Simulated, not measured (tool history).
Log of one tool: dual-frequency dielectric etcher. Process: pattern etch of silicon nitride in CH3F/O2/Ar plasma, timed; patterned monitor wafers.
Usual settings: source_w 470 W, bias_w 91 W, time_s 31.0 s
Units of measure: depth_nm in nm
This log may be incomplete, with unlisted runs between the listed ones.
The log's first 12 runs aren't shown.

run    hour  source_w  bias_w  time_s  read-back reference wafer on the same gauge, depth_nm  depth_nm
 13   628.7       440      91    31.0                                                  31.06     26.06
 14   684.3       470      91    31.0                                                  31.09     26.45
 15   716.3       470      91    31.0                                                  31.16     26.39
      745.1  -- wet clean of the chamber
 16   776.2       540      91    27.0                                                  31.14     24.39
 17   952.7       470      91    38.5                                                  31.38     33.05
     1011.8  -- bias power generator calibrated
     1089.1  -- gauge calibrated
 18  1143.8       470      73    26.5                                                  29.69     19.79
 19  1181.1       510      84    27.5                                                  29.72     22.23
 20  1232.0       470      91    31.0                                                  29.73     25.16
     1278.8  -- wet clean of the chamber
 21  1279.3       470      85    31.0                                                  29.79     24.72
 22  1323.5       580      78    31.0                                                  29.87     25.48
     1386.8  -- source power generator calibrated
 23  1387.3       470      91    31.0                                                  29.97     25.39
 24  1454.9       380      79    24.5                                                  29.99     18.01
 25  1495.7       470      97    37.5                                                  30.02     31.67
 26  1539.5       470      79    31.0                                                  30.13     24.22
 27  1567.6       470      91    31.0                                                  30.12     25.45
 28  1606.5       580      68    27.5                                                  30.13     21.65
 29  1657.9       380      91    24.5                                                  30.22     19.04
     1736.6  -- wet clean of the chamber
 30  1756.6       470      74    31.0                                                  30.28     23.79
 31  1784.2       470     107    39.0                                                  30.33     34.66

Predict each of these 3 candidate next runs independently; none follows another, all start after run 31:
  A  1784.6       470      91    31.0                                                      ?         ?
  B  1784.6       400     113    36.0                                                      ?         ?
  C  1784.6       400      76    38.5                                                      ?         ?

run  read-back reference wafer on the same gauge, depth_nm  depth_nm
  A                                                  30.34     26.02
  B                                                  30.34     31.34
  C                                                  30.34     28.50
Take away the tool's hidden state, keep each run's random variation, and the runs would have read:
run  depth_nm
  A     25.46
  B     30.67
  C     27.89
